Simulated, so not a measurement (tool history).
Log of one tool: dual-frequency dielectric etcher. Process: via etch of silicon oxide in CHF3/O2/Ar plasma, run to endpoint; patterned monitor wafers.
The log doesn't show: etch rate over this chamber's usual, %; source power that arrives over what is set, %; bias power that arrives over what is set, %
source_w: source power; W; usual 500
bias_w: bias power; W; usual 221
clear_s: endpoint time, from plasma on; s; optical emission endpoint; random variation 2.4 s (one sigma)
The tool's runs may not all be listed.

run,day,source_w,bias_w,wafers since the last listed run,hours since the last wet clean,hours since the last source power generator calibration,hours since the last bias power generator calibration,hours since the last upper electrode change,"incoming incoming film thickness, nm",clear_s
1,0.000,500,192,0,299.9,2225.4,3170.8,1722.1,661.2,349.7
2,2.492,500,192,232,359.7,2285.2,3230.6,1781.9,679.4,362.4
3,4.054,500,252,145,397.2,2322.7,3268.1,1819.4,666.2,304.7
4,6.604,500,221,237,458.4,2383.9,3329.3,1880.6,668.6,333.1
# day 8.375: wet clean of the chamber
5,9.362,500,221,163,23.7,2450.1,3395.5,1946.8,672.4,328.9
6,10.925,500,221,145,61.2,2487.6,3433.0,1984.3,674.1,334.1
7,12.438,500,221,140,97.5,2523.9,3469.3,2020.6,675.0,332.7
8,15.408,500,221,276,168.8,2595.2,3540.6,2091.9,667.9,328.7
9,18.250,500,221,264,237.0,2663.4,3608.8,2160.1,668.9,335.3
10,21.592,500,221,311,317.2,2743.6,3689.0,2240.3,667.5,329.6
11,24.438,500,221,265,385.5,2811.9,3757.3,2308.6,675.9,333.8
12,26.025,500,221,147,423.6,2850.0,3795.4,2346.7,677.9,334.6
# day 29.804: wet clean of the chamber
13,30.446,500,221,318,15.4,2956.1,3901.5,2452.8,673.0,332.6
14,33.683,520,221,301,93.1,3033.8,3979.2,2530.5,663.9,321.7
# day 35.038: upper electrode replaced
15,37.221,520,221,236,178.0,3118.7,4064.1,52.4,667.1,323.5
16,41.600,520,221,408,283.1,3223.8,4169.2,157.5,664.3,322.4
17,45.871,430,191,398,385.6,3326.3,4271.7,260.0,669.8,391.6
# day 49.854: wet clean of the chamber
18,50.267,460,221,316,9.9,3431.8,4377.2,365.5,666.1,352.6
19,52.750,450,184,231,69.5,3491.4,4436.8,425.1,667.3,390.5
20,55.725,500,221,277,140.9,3562.8,4508.2,496.5,673.2,329.1
21,60.162,580,254,413,247.4,3669.3,4614.7,603.0,668.9,283.9
22,63.383,500,221,300,324.7,3746.6,4692.0,680.3,671.2,335.4
# day 64.733: bias power generator calibrated
# day 65.096: source power generator calibrated
23,66.683,570,272,276,403.9,38.1,46.8,759.5,668.6,279.0
# day 69.608: wet clean of the chamber
24,69.629,610,221,181,0.5,108.8,117.5,830.2,675.2,295.7
25,72.821,530,221,297,77.1,185.4,194.1,906.8,667.8,317.5
26,74.908,460,168,194,127.2,235.5,244.2,956.9,672.9,401.9
27,78.142,600,221,301,204.8,313.1,321.8,1034.5,668.9,295.6
28,81.929,440,192,353,295.7,404.0,412.7,1125.4,668.5,390.0
29,85.117,420,184,297,372.2,480.5,489.2,1201.9,672.0,414.9
30,89.421,500,221,401,475.5,583.8,592.5,1305.2,663.5,328.6
# day 92.025: wet clean of the chamber
31,92.725,540,190,214,16.8,663.1,671.8,1384.5,670.7,345.0
32,96.979,550,196,396,118.9,765.2,773.9,1486.6,668.4,332.9
33,99.988,500,221,280,191.1,837.4,846.1,1558.8,667.2,330.2

Forecast each of these 3 alternatives for the next run:
A,100.008,500,221,1,191.6,837.9,846.6,1559.3,672.3,?
B,100.008,590,276,1,191.6,837.9,846.6,1559.3,672.3,?
C,100.008,380,175,1,191.6,837.9,846.6,1559.3,672.3,?

run,clear_s
A,329.6
B,269.0
C,447.0
Without the tool's hidden state the same runs would have given:
run,clear_s
A,329.6
B,269.0
C,447.0
